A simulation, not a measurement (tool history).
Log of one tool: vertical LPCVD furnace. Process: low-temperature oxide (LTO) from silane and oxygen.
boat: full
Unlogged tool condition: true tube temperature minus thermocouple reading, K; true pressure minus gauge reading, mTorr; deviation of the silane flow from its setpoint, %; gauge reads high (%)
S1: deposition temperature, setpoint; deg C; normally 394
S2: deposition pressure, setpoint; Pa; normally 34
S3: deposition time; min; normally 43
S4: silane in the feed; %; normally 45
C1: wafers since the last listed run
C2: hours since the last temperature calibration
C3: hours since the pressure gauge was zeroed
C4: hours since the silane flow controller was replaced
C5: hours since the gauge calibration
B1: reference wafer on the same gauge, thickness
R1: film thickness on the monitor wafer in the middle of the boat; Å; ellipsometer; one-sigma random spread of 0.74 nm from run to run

run     day   S1    S2    S3  S4   C1      C2      C3      C4     C5      B1      R1
  1       0  402    34    43  45    0  2167.5  4900.1  4320.3   46.8  461.84  5503.5
  2   0.433  402    34    43  45  125  2177.9  4910.5  4330.7   57.2  462.21  5482.7
  3   1.162  394    34    43  45  210  2195.4    4928  4348.2   74.7     462  5060.1
  4    1.85  385    34    43  45  198  2211.9  4944.5  4364.7   91.2  462.04  4583.5
  5   2.204  385    34    43  45  102  2220.4    4953  4373.2   99.7  461.86  4576.1
  6   2.779  385    34    43  45  165  2234.2  4966.8    4387  113.5  461.91  4587.6
      4.092  -- pressure gauge zeroed
  7   4.112  394    34  34.5  45   96  2266.2     0.5    4419  145.5   461.8  4051.5
  8   4.333  394    34    43  45   63  2271.5     5.8  4424.3  150.8  462.01  5054.3
  9   4.558  394    34    43  45   64  2276.9    11.2  4429.7  156.2  462.02  5062.1
 10   5.183  394    34    43  45  180  2291.9    26.2  4444.7  171.2  461.91  5048.9
 11   5.796  394  42.7    43  48  176  2306.6    40.9  4459.4  185.9  461.96  6753.9
      7.292  -- gauge calibrated
      7.367  -- silane flow controller replaced
      7.533  -- thermocouples replaced and temperature profile calibrated
 12   7.554  394    40  52.5  45  170     0.5    83.1     4.5    6.3  461.99    7445
 13   7.775  394    34    43  45   63     5.8    88.4     9.8   11.6  462.24  5177.7
 14       8  394    34    43  45   64    11.2    93.8    15.2     17  462.17  5187.9
 15   8.338  405  41.3  31.5  41   97    19.3   101.9    23.3   25.1  461.93  4698.6
      9.504  -- thermocouples replaced and temperature profile calibrated, repeated, since the last time left the tool worse
 16   9.525  390    42  32.5  40   54     0.5   130.4    51.8   53.6  462.04  3844.7
 17    9.75  394  41.3    43  47   64     5.9   135.8    57.2     59  461.84  6255.5
 18  10.083  394    34    43  45   96    13.9   143.8    65.2     67  461.96    4920
 19  10.525  383  27.3    43  49  127    24.5   154.4    75.8   77.6  462.14  3819.2
 20  10.996  394  30.7    43  50  135    35.8   165.7    87.1   88.9  462.29  4911.7

Difference, measured minus no-hidden-state, one row per run. Run-to-run variation is common to both terms; the gauge's own scatter need not be:
run      R1
  1  +154.3
  2  +153.9
  3  +146.6
  4  +137.8
  5  +137.7
  6  +138.2
  7    +118
  8  +147.2
  9  +147.5
 10  +147.2
 11  +192.4
 12  +393.6
 13  +274.6
 14  +276.2
 15  +248.4
 16   +10.8
 17   +17.5
 18   +15.4
 19   +13.5
 20   +18.4
